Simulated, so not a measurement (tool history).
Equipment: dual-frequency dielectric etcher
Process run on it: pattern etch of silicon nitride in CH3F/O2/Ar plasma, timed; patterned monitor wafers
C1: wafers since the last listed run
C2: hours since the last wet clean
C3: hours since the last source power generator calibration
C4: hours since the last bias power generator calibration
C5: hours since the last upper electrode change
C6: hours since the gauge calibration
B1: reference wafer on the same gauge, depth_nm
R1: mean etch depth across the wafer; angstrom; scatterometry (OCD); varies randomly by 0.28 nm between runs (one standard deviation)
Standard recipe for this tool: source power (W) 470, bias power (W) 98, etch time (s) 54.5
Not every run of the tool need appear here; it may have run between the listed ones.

{"run": 1, "hour": 0.0, "source power (W)": 470, "bias power (W)": 98, "etch time (s)": 54.5, "C1": 0, "C2": 288.7, "C3": 1208.1, "C4": 3209.2, "C5": 1453.4, "C6": 429.2, "B1": 51.6, "R1": 427.5}
{"run": 2, "hour": 28.3, "source power (W)": 470, "bias power (W)": 98, "etch time (s)": 54.5, "C1": 381, "C2": 317, "C3": 1236.4, "C4": 3237.5, "C5": 1481.7, "C6": 457.5, "B1": 51.42, "R1": 431.2}
{"run": 3, "hour": 59.5, "source power (W)": 470, "bias power (W)": 98, "etch time (s)": 54.5, "C1": 420, "C2": 348.2, "C3": 1267.6, "C4": 3268.7, "C5": 1512.9, "C6": 488.7, "B1": 51.32, "R1": 435.2}
{"run": 4, "hour": 92.5, "source power (W)": 470, "bias power (W)": 98, "etch time (s)": 54.5, "C1": 444, "C2": 381.2, "C3": 1300.6, "C4": 3301.7, "C5": 1545.9, "C6": 521.7, "B1": 51.41, "R1": 428.5}
{"run": 5, "hour": 152.7, "source power (W)": 470, "bias power (W)": 98, "etch time (s)": 45, "C1": 810, "C2": 441.4, "C3": 1360.8, "C4": 3361.9, "C5": 1606.1, "C6": 581.9, "B1": 51.54, "R1": 354.2}
{"hour": 193.6, "done": "wet clean of the chamber"}
{"run": 6, "hour": 220.8, "source power (W)": 380, "bias power (W)": 98, "etch time (s)": 54.5, "C1": 593, "C2": 27.2, "C3": 1428.9, "C4": 3430, "C5": 1674.2, "C6": 650, "B1": 51.49, "R1": 403.4}
{"run": 7, "hour": 269.5, "source power (W)": 380, "bias power (W)": 98, "etch time (s)": 54.5, "C1": 655, "C2": 75.9, "C3": 1477.6, "C4": 3478.7, "C5": 1722.9, "C6": 698.7, "B1": 51.47, "R1": 394.9}
{"run": 8, "hour": 328.0, "source power (W)": 470, "bias power (W)": 98, "etch time (s)": 54.5, "C1": 787, "C2": 134.4, "C3": 1536.1, "C4": 3537.2, "C5": 1781.4, "C6": 757.2, "B1": 51.51, "R1": 432.4}
{"run": 9, "hour": 366.4, "source power (W)": 470, "bias power (W)": 98, "etch time (s)": 54.5, "C1": 517, "C2": 172.8, "C3": 1574.5, "C4": 3575.6, "C5": 1819.8, "C6": 795.6, "B1": 51.48, "R1": 430.2}
{"run": 10, "hour": 427.9, "source power (W)": 420, "bias power (W)": 98, "etch time (s)": 54.5, "C1": 828, "C2": 234.3, "C3": 1636, "C4": 3637.1, "C5": 1881.3, "C6": 857.1, "B1": 51.49, "R1": 412.5}
{"run": 11, "hour": 454.3, "source power (W)": 420, "bias power (W)": 98, "etch time (s)": 54.5, "C1": 355, "C2": 260.7, "C3": 1662.4, "C4": 3663.5, "C5": 1907.7, "C6": 883.5, "B1": 51.53, "R1": 408.2}
{"hour": 482.9, "done": "upper electrode replaced"}
{"run": 12, "hour": 525.4, "source power (W)": 420, "bias power (W)": 98, "etch time (s)": 54.5, "C1": 634, "C2": 331.8, "C3": 1733.5, "C4": 3734.6, "C5": 42.5, "C6": 954.6, "B1": 51.47, "R1": 409.3}
{"run": 13, "hour": 578.3, "source power (W)": 470, "bias power (W)": 98, "etch time (s)": 54.5, "C1": 712, "C2": 384.7, "C3": 1786.4, "C4": 3787.5, "C5": 95.4, "C6": 1007.5, "B1": 51.47, "R1": 434.9}
{"run": 14, "hour": 616.1, "source power (W)": 470, "bias power (W)": 98, "etch time (s)": 54.5, "C1": 509, "C2": 422.5, "C3": 1824.2, "C4": 3825.3, "C5": 133.2, "C6": 1045.3, "B1": 51.6, "R1": 427.6}
{"hour": 644.0, "done": "wet clean of the chamber"}
{"run": 15, "hour": 671.9, "source power (W)": 470, "bias power (W)": 98, "etch time (s)": 54.5, "C1": 428, "C2": 27.9, "C3": 1880, "C4": 3881.1, "C5": 189, "C6": 1101.1, "B1": 51.6, "R1": 435.4}
{"hour": 727.4, "done": "gauge calibrated"}
{"run": 16, "hour": 738.1, "source power (W)": 470, "bias power (W)": 98, "etch time (s)": 54.5, "C1": 891, "C2": 94.1, "C3": 1946.2, "C4": 3947.3, "C5": 255.2, "C6": 10.7, "B1": 51.46, "R1": 434}
{"run": 17, "hour": 787.0, "source power (W)": 580, "bias power (W)": 78, "etch time (s)": 39.5, "C1": 658, "C2": 143, "C3": 1995.1, "C4": 3996.2, "C5": 304.1, "C6": 59.6, "B1": 51.46, "R1": 320.9}
{"run": 18, "hour": 855.0, "source power (W)": 470, "bias power (W)": 98, "etch time (s)": 54.5, "C1": 915, "C2": 211, "C3": 2063.1, "C4": 4064.2, "C5": 372.1, "C6": 127.6, "B1": 51.57, "R1": 428.4}
{"run": 19, "hour": 905.5, "source power (W)": 470, "bias power (W)": 90, "etch time (s)": 54.5, "C1": 680, "C2": 261.5, "C3": 2113.6, "C4": 4114.7, "C5": 422.6, "C6": 178.1, "B1": 51.46, "R1": 422.9}
{"run": 20, "hour": 944.6, "source power (W)": 370, "bias power (W)": 98, "etch time (s)": 54.5, "C1": 526, "C2": 300.6, "C3": 2152.7, "C4": 4153.8, "C5": 461.7, "C6": 217.2, "B1": 51.53, "R1": 380.5}
{"run": 21, "hour": 998.7, "source power (W)": 390, "bias power (W)": 87, "etch time (s)": 66, "C1": 728, "C2": 354.7, "C3": 2206.8, "C4": 4207.9, "C5": 515.8, "C6": 271.3, "B1": 51.5, "R1": 460.1}
{"run": 22, "hour": 1062.1, "source power (W)": 570, "bias power (W)": 113, "etch time (s)": 47, "C1": 853, "C2": 418.1, "C3": 2270.2, "C4": 4271.3, "C5": 579.2, "C6": 334.7, "B1": 51.51, "R1": 417.2}
{"run": 23, "hour": 1097.5, "source power (W)": 570, "bias power (W)": 98, "etch time (s)": 54.5, "C1": 476, "C2": 453.5, "C3": 2305.6, "C4": 4306.7, "C5": 614.6, "C6": 370.1, "B1": 51.52, "R1": 460.5}
{"hour": 1108.9, "done": "source power generator calibrated"}
{"hour": 1134.2, "done": "wet clean of the chamber"}
{"hour": 1170.8, "done": "bias power generator calibrated"}
{"run": 24, "hour": 1221.0, "source power (W)": 470, "bias power (W)": 75, "etch time (s)": 54.5, "C1": 1232, "C2": 86.8, "C3": 112.1, "C4": 50.2, "C5": 738.1, "C6": 493.6, "B1": 51.44, "R1": 400.3}
{"run": 25, "hour": 1247.6, "source power (W)": 510, "bias power (W)": 98, "etch time (s)": 54.5, "C1": 358, "C2": 113.4, "C3": 138.7, "C4": 76.8, "C5": 764.7, "C6": 520.2, "B1": 51.63, "R1": 457.3}
{"run": 26, "hour": 1311.9, "source power (W)": 470, "bias power (W)": 98, "etch time (s)": 54.5, "C1": 866, "C2": 177.7, "C3": 203, "C4": 141.1, "C5": 829, "C6": 584.5, "B1": 51.48, "R1": 428.7}
{"run": 27, "hour": 1359.0, "source power (W)": 420, "bias power (W)": 105, "etch time (s)": 45.5, "C1": 634, "C2": 224.8, "C3": 250.1, "C4": 188.2, "C5": 876.1, "C6": 631.6, "B1": 51.46, "R1": 347.7}
{"run": 28, "hour": 1415.2, "source power (W)": 410, "bias power (W)": 122, "etch time (s)": 54.5, "C1": 756, "C2": 281, "C3": 306.3, "C4": 244.4, "C5": 932.3, "C6": 687.8, "B1": 51.51, "R1": 431.1}
{"run": 29, "hour": 1474.2, "source power (W)": 470, "bias power (W)": 98, "etch time (s)": 54.5, "C1": 794, "C2": 340, "C3": 365.3, "C4": 303.4, "C5": 991.3, "C6": 746.8, "B1": 51.35, "R1": 428.9}

The logged runs with the hidden state left out (each run's random variation unchanged):
Unlogged tool condition in this case: etch rate over this chamber's usual, %; source power that arrives over what is set, %; bias power that arrives over what is set, %; gauge reads high (%).
run=1 R1=434.1
run=2 R1=438.7
run=3 R1=443.7
run=4 R1=437.9
run=5 R1=363.4
run=6 R1=402.4
run=7 R1=395.2
run=8 R1=434.4
run=9 R1=433.4
run=10 R1=417.2
run=11 R1=413.6
run=12 R1=416.7
run=13 R1=444.4
run=14 R1=438
run=15 R1=435.7
run=16 R1=436.3
run=17 R1=323.6
run=18 R1=434.1
run=19 R1=429.9
run=20 R1=387.9
run=21 R1=470.7
run=22 R1=428.7
run=23 R1=474.3
run=24 R1=402.7
run=25 R1=460.9
run=26 R1=433.9
run=27 R1=353
run=28 R1=439.5
run=29 R1=438.9
